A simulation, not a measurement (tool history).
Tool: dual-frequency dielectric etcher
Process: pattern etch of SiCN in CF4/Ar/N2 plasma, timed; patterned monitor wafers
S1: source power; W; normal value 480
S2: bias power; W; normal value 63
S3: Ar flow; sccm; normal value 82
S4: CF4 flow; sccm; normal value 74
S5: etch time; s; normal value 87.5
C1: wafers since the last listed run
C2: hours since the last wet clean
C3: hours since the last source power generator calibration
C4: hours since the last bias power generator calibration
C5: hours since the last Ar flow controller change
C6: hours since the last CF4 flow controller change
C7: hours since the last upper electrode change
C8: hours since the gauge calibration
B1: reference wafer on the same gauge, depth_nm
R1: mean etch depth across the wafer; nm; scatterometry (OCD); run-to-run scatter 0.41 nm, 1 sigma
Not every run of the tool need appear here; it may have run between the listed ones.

run 1 day=0.000 | S1=480 S2=63 S3=82 S4=74 S5=87.5 | C1=0 C2=505.4 C3=2203.8 C4=3574.8 C5=4701.5 C6=4745.4 C7=3518.9 C8=345.2 | B1=71.6 | R1=89.1
-- day=3.271 wet clean of the chamber
-- day=7.054 upper electrode replaced
run 2 day=9.488 | S1=480 S2=63 S3=82 S4=74 S5=87.5 | C1=1337 C2=149.2 C3=2431.5 C4=3802.5 C5=4929.2 C6=4973.1 C7=58.4 C8=572.9 | B1=71.6 | R1=86.7
run 3 day=11.392 | S1=480 S2=63 S3=82 S4=74 S5=87.5 | C1=340 C2=194.9 C3=2477.2 C4=3848.2 C5=4974.9 C6=5018.8 C7=104.1 C8=618.6 | B1=71.6 | R1=86.5
run 4 day=14.608 | S1=480 S2=69 S3=82 S4=74 S5=87.5 | C1=574 C2=272.1 C3=2554.4 C4=3925.4 C5=5052.1 C6=5096.0 C7=181.3 C8=695.8 | B1=71.7 | R1=91.1
run 5 day=16.996 | S1=480 S2=69 S3=82 S4=74 S5=87.5 | C1=426 C2=329.4 C3=2611.7 C4=3982.7 C5=5109.4 C6=5153.3 C7=238.6 C8=753.1 | B1=71.7 | R1=91.1
-- day=17.542 source power generator calibrated
-- day=19.071 Ar flow controller replaced
run 6 day=21.462 | S1=480 S2=69 S3=82 S4=74 S5=87.5 | C1=723 C2=436.6 C3=94.1 C4=4089.9 C5=57.4 C6=5260.5 C7=345.8 C8=860.3 | B1=71.6 | R1=92.8
-- day=24.392 wet clean of the chamber
run 7 day=24.412 | S1=520 S2=63 S3=75 S4=62 S5=101.0 | C1=348 C2=0.5 C3=164.9 C4=4160.7 C5=128.2 C6=5331.3 C7=416.6 C8=931.1 | B1=71.6 | R1=105.1
-- day=24.829 bias power generator calibrated
run 8 day=27.767 | S1=480 S2=74 S3=82 S4=74 S5=87.5 | C1=569 C2=81.0 C3=245.4 C4=70.5 C5=208.7 C6=5411.8 C7=497.1 C8=1011.6 | B1=71.6 | R1=92.4
run 9 day=30.471 | S1=420 S2=63 S3=82 S4=88 S5=113.0 | C1=483 C2=145.9 C3=310.3 C4=135.4 C5=273.6 C6=5476.7 C7=562.0 C8=1076.5 | B1=71.6 | R1=102.8
-- day=31.054 gauge calibrated
run 10 day=33.846 | S1=380 S2=49 S3=82 S4=74 S5=68.0 | C1=602 C2=226.9 C3=391.3 C4=216.4 C5=354.6 C6=5557.7 C7=643.0 C8=67.0 | B1=71.6 | R1=50.0
run 11 day=37.408 | S1=480 S2=47 S3=73 S4=74 S5=94.5 | C1=636 C2=312.4 C3=476.8 C4=301.9 C5=440.1 C6=5643.2 C7=728.5 C8=152.5 | B1=71.5 | R1=84.0
-- day=38.975 CF4 flow controller replaced
run 12 day=40.575 | S1=480 S2=63 S3=82 S4=58 S5=87.5 | C1=520 C2=388.4 C3=552.8 C4=377.9 C5=516.1 C6=38.4 C7=804.5 C8=228.5 | B1=71.6 | R1=86.3
run 13 day=42.933 | S1=480 S2=63 S3=82 S4=64 S5=102.5 | C1=421 C2=445.0 C3=609.4 C4=434.5 C5=572.7 C6=95.0 C7=861.1 C8=285.1 | B1=71.7 | R1=103.1
-- day=44.338 wet clean of the chamber
run 14 day=46.388 | S1=480 S2=63 S3=82 S4=74 S5=87.5 | C1=438 C2=49.2 C3=692.3 C4=517.4 C5=655.6 C6=177.9 C7=944.0 C8=368.0 | B1=71.7 | R1=85.1
run 15 day=49.217 | S1=400 S2=63 S3=99 S4=74 S5=106.5 | C1=505 C2=117.1 C3=760.2 C4=585.3 C5=723.5 C6=245.8 C7=1011.9 C8=435.9 | B1=71.5 | R1=87.7
run 16 day=51.425 | S1=440 S2=63 S3=82 S4=74 S5=87.5 | C1=394 C2=170.1 C3=813.2 C4=638.3 C5=776.5 C6=298.8 C7=1064.9 C8=488.9 | B1=71.6 | R1=81.1
run 17 day=53.638 | S1=480 S2=69 S3=82 S4=74 S5=87.5 | C1=395 C2=223.2 C3=866.3 C4=691.4 C5=829.6 C6=351.9 C7=1118.0 C8=542.0 | B1=71.6 | R1=90.6
run 18 day=58.058 | S1=550 S2=69 S3=93 S4=82 S5=87.5 | C1=789 C2=329.3 C3=972.4 C4=797.5 C5=935.7 C6=458.0 C7=1224.1 C8=648.1 | B1=71.6 | R1=101.2
run 19 day=62.083 | S1=480 S2=63 S3=82 S4=74 S5=87.5 | C1=718 C2=425.9 C3=1069.0 C4=894.1 C5=1032.3 C6=554.6 C7=1320.7 C8=744.7 | B1=71.6 | R1=89.0
-- day=64.804 wet clean of the chamber
run 20 day=65.850 | S1=390 S2=63 S3=82 S4=74 S5=100.0 | C1=494 C2=25.1 C3=1159.4 C4=984.5 C5=1122.7 C6=645.0 C7=1411.1 C8=835.1 | B1=71.6 | R1=84.1
run 21 day=67.554 | S1=480 S2=50 S3=82 S4=74 S5=87.5 | C1=304 C2=66.0 C3=1200.3 C4=1025.4 C5=1163.6 C6=685.9 C7=1452.0 C8=876.0 | B1=71.6 | R1=76.9

Consider 4 possible next runs. They are alternatives, not a sequence: every one starts from the tool as it was left by run 21. What does each give?
run A day=67.571 | S1=480 S2=63 S3=82 S4=74 S5=87.5 | C1=2 C2=66.4 C3=1200.7 C4=1025.8 C5=1164.0 C6=686.3 C7=1452.4 C8=876.4 | B1=? | R1=?
run B day=67.571 | S1=480 S2=58 S3=64 S4=65 S5=87.5 | C1=2 C2=66.4 C3=1200.7 C4=1025.8 C5=1164.0 C6=686.3 C7=1452.4 C8=876.4 | B1=? | R1=?
run C day=67.571 | S1=480 S2=48 S3=82 S4=74 S5=87.5 | C1=2 C2=66.4 C3=1200.7 C4=1025.8 C5=1164.0 C6=686.3 C7=1452.4 C8=876.4 | B1=? | R1=?
run D day=67.571 | S1=480 S2=70 S3=82 S4=74 S5=87.5 | C1=2 C2=66.4 C3=1200.7 C4=1025.8 C5=1164.0 C6=686.3 C7=1452.4 C8=876.4 | B1=? | R1=?

run=A B1=71.6 R1=87.5
run=B B1=71.6 R1=87.0
run=C B1=71.6 R1=76.2
run=D B1=71.6 R1=92.1
With no hidden state in the tool, these same runs would have given:
run=A R1=86.1
run=B R1=85.6
run=C R1=75.0
run=D R1=90.6
